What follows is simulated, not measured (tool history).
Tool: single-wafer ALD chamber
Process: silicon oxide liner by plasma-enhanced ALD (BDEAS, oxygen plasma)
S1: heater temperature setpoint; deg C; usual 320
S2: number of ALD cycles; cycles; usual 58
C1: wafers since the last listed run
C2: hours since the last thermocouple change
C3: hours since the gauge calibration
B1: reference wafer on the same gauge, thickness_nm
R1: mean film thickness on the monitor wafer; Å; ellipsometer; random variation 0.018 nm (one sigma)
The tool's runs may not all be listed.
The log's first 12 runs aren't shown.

run 13 hour=282.6 | S1=320 S2=50 | C1=150 C2=1417.6 C3=402.4 | B1=5.405 | R1=44.89
run 14 hour=300.1 | S1=320 S2=50 | C1=84 C2=1435.1 C3=419.9 | B1=5.396 | R1=44.94
run 15 hour=322.1 | S1=320 S2=66 | C1=106 C2=1457.1 C3=441.9 | B1=5.388 | R1=59.45
run 16 hour=336.8 | S1=320 S2=55 | C1=71 C2=1471.8 C3=456.6 | B1=5.385 | R1=49.44
run 17 hour=357 | S1=320 S2=55 | C1=97 C2=1492 C3=476.8 | B1=5.389 | R1=49.26
run 18 hour=383.3 | S1=327 S2=58 | C1=127 C2=1518.3 C3=503.1 | B1=5.39 | R1=51.43
run 19 hour=415 | S1=327 S2=58 | C1=153 C2=1550 C3=534.8 | B1=5.373 | R1=51.23
run 20 hour=447.3 | S1=327 S2=58 | C1=156 C2=1582.3 C3=567.1 | B1=5.374 | R1=51.86
run 21 hour=476.6 | S1=320 S2=58 | C1=141 C2=1611.6 C3=596.4 | B1=5.365 | R1=52.22
run 22 hour=512 | S1=320 S2=58 | C1=171 C2=1647 C3=631.8 | B1=5.364 | R1=51.94
-- hour=551.4 thermocouple changed; heater temperature recalibrated
run 23 hour=570.1 | S1=320 S2=58 | C1=242 C2=18.7 C3=689.9 | B1=5.357 | R1=51.71
run 24 hour=586.9 | S1=305 S2=54 | C1=81 C2=35.5 C3=706.7 | B1=5.363 | R1=49.13
run 25 hour=619.8 | S1=320 S2=58 | C1=158 C2=68.4 C3=739.6 | B1=5.358 | R1=51.77
run 26 hour=632.1 | S1=320 S2=67 | C1=59 C2=80.7 C3=751.9 | B1=5.361 | R1=59.93
run 27 hour=659.1 | S1=305 S2=54 | C1=130 C2=107.7 C3=778.9 | B1=5.356 | R1=49.26
run 28 hour=688.1 | S1=307 S2=63 | C1=140 C2=136.7 C3=807.9 | B1=5.346 | R1=56.93
run 29 hour=707.4 | S1=320 S2=58 | C1=93 C2=156 C3=827.2 | B1=5.354 | R1=51.85
run 30 hour=725.1 | S1=333 S2=65 | C1=85 C2=173.7 C3=844.9 | B1=5.356 | R1=56.86
run 31 hour=746.7 | S1=320 S2=58 | C1=104 C2=195.3 C3=866.5 | B1=5.351 | R1=51.45
-- hour=769 gauge calibrated
run 32 hour=769.8 | S1=320 S2=69 | C1=111 C2=218.4 C3=0.8 | B1=5.591 | R1=64.67
run 33 hour=788.7 | S1=320 S2=58 | C1=91 C2=237.3 C3=19.7 | B1=5.585 | R1=54.11
run 34 hour=802.8 | S1=308 S2=61 | C1=68 C2=251.4 C3=33.8 | B1=5.573 | R1=57.78
run 35 hour=836.2 | S1=320 S2=49 | C1=161 C2=284.8 C3=67.2 | B1=5.546 | R1=45.18
run 36 hour=852.3 | S1=320 S2=52 | C1=77 C2=300.9 C3=83.3 | B1=5.54 | R1=47.75

The next listed run, before its measurement:
run 37 hour=874 | S1=320 S2=58 | C1=104 C2=322.6 C3=105 | B1=? | R1=?

B1: 5.536
R1: 53.53 Å
Without the tool's hidden state the same run would have given R1 54 Å.
